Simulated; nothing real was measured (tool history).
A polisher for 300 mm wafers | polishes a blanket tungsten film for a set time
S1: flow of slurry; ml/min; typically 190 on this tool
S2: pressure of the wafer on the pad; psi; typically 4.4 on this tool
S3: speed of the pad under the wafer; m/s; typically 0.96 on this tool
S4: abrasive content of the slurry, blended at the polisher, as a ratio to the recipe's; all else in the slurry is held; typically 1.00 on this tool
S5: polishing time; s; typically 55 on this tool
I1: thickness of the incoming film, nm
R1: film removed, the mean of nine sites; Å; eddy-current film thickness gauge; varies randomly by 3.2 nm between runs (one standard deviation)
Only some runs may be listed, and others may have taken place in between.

{"run": 1, "hour": 0.0, "S1": 190, "S2": 4.4, "S3": 0.96, "S4": 1.0, "S5": 65, "I1": 807.0, "R1": 2561}
{"run": 2, "hour": 65.4, "S1": 190, "S2": 4.4, "S3": 0.96, "S4": 1.0, "S5": 55, "I1": 829.7, "R1": 2212}
{"run": 3, "hour": 111.6, "S1": 155, "S2": 3.1, "S3": 0.96, "S4": 1.0, "S5": 49, "I1": 814.8, "R1": 1243}
{"hour": 158.4, "done": "head pressure recalibrated"}
{"hour": 178.9, "done": "slurry nozzle cleaned"}
{"run": 4, "hour": 237.1, "S1": 230, "S2": 3.6, "S3": 0.96, "S4": 1.0, "S5": 55, "I1": 828.3, "R1": 1918}
{"run": 5, "hour": 286.2, "S1": 190, "S2": 4.4, "S3": 0.96, "S4": 1.0, "S5": 55, "I1": 811.3, "R1": 2199}
{"hour": 302.2, "done": "worn pad replaced by a new one"}
{"hour": 322.2, "done": "slurry blender recalibrated"}
{"run": 6, "hour": 358.3, "S1": 190, "S2": 4.4, "S3": 0.96, "S4": 1.15, "S5": 55, "I1": 817.1, "R1": 2187}
{"hour": 374.2, "done": "slurry tank refilled with fresh slurry and peroxide"}
{"run": 7, "hour": 395.6, "S1": 190, "S2": 4.4, "S3": 1.2, "S4": 0.9, "S5": 50, "I1": 824.7, "R1": 2673}
{"run": 8, "hour": 434.2, "S1": 190, "S2": 4.4, "S3": 0.96, "S4": 1.0, "S5": 55, "I1": 833.2, "R1": 2447}
{"run": 9, "hour": 572.8, "S1": 190, "S2": 4.4, "S3": 0.96, "S4": 1.0, "S5": 55, "I1": 821.6, "R1": 2325}
{"run": 10, "hour": 610.3, "S1": 140, "S2": 4.4, "S3": 1.08, "S4": 1.0, "S5": 42, "I1": 813.5, "R1": 1838}
{"run": 11, "hour": 714.5, "S1": 190, "S2": 4.4, "S3": 0.96, "S4": 0.8, "S5": 55, "I1": 828.5, "R1": 2118}
{"run": 12, "hour": 817.6, "S1": 190, "S2": 4.4, "S3": 0.96, "S4": 1.0, "S5": 55, "I1": 808.1, "R1": 2214}
{"hour": 859.0, "done": "slurry nozzle cleaned"}
{"run": 13, "hour": 885.8, "S1": 190, "S2": 4.4, "S3": 0.96, "S4": 1.0, "S5": 55, "I1": 822.0, "R1": 2341}
{"run": 14, "hour": 928.5, "S1": 190, "S2": 4.4, "S3": 1.18, "S4": 1.0, "S5": 55, "I1": 814.1, "R1": 2831}
{"hour": 935.9, "done": "worn pad replaced by a new one"}
{"run": 15, "hour": 1009.2, "S1": 190, "S2": 4.4, "S3": 0.96, "S4": 1.0, "S5": 55, "I1": 818.7, "R1": 2225}
{"run": 16, "hour": 1075.0, "S1": 245, "S2": 5.6, "S3": 1.06, "S4": 1.0, "S5": 49, "I1": 815.2, "R1": 2827}
{"hour": 1101.4, "done": "head pressure recalibrated"}
{"run": 17, "hour": 1137.0, "S1": 160, "S2": 5.7, "S3": 0.96, "S4": 1.15, "S5": 49, "I1": 834.7, "R1": 2442}
{"hour": 1142.9, "done": "slurry tank refilled with fresh slurry and peroxide"}
{"hour": 1144.0, "done": "slurry blender recalibrated"}
{"run": 18, "hour": 1211.8, "S1": 135, "S2": 4.4, "S3": 0.78, "S4": 1.0, "S5": 55, "I1": 822.6, "R1": 1820}
{"run": 19, "hour": 1253.3, "S1": 225, "S2": 5.8, "S3": 0.8, "S4": 0.9, "S5": 55, "I1": 814.8, "R1": 2573}
{"run": 20, "hour": 1333.4, "S1": 190, "S2": 4.4, "S3": 0.64, "S4": 1.1, "S5": 67, "I1": 816.4, "R1": 1987}
{"run": 21, "hour": 1415.5, "S1": 190, "S2": 4.4, "S3": 0.96, "S4": 1.0, "S5": 55, "I1": 821.3, "R1": 2349}
{"run": 22, "hour": 1510.0, "S1": 190, "S2": 3.3, "S3": 1.14, "S4": 1.25, "S5": 38, "I1": 822.3, "R1": 1464}
{"hour": 1534.6, "done": "slurry nozzle cleaned"}
{"run": 23, "hour": 1567.5, "S1": 190, "S2": 3.3, "S3": 0.68, "S4": 1.0, "S5": 72, "I1": 825.4, "R1": 1669}
{"hour": 1614.8, "done": "worn pad replaced by a new one"}
{"run": 24, "hour": 1657.2, "S1": 190, "S2": 4.4, "S3": 0.96, "S4": 1.0, "S5": 66, "I1": 813.1, "R1": 2816}
{"run": 25, "hour": 1719.2, "S1": 190, "S2": 4.4, "S3": 0.96, "S4": 1.0, "S5": 55, "I1": 815.9, "R1": 2277}
{"run": 26, "hour": 1816.1, "S1": 230, "S2": 4.4, "S3": 0.96, "S4": 1.15, "S5": 55, "I1": 829.2, "R1": 2353}

Run 27 has not been measured yet. What should we expect?
{"run": 27, "hour": 1906.7, "S1": 250, "S2": 4.4, "S3": 1.06, "S4": 0.7, "S5": 55, "I1": 817.4, "R1": "?"}

For run 27 the tool returned R1 2120 Å.
The same run, on a tool lacking any hidden state, would have yielded R1 2562 Å.
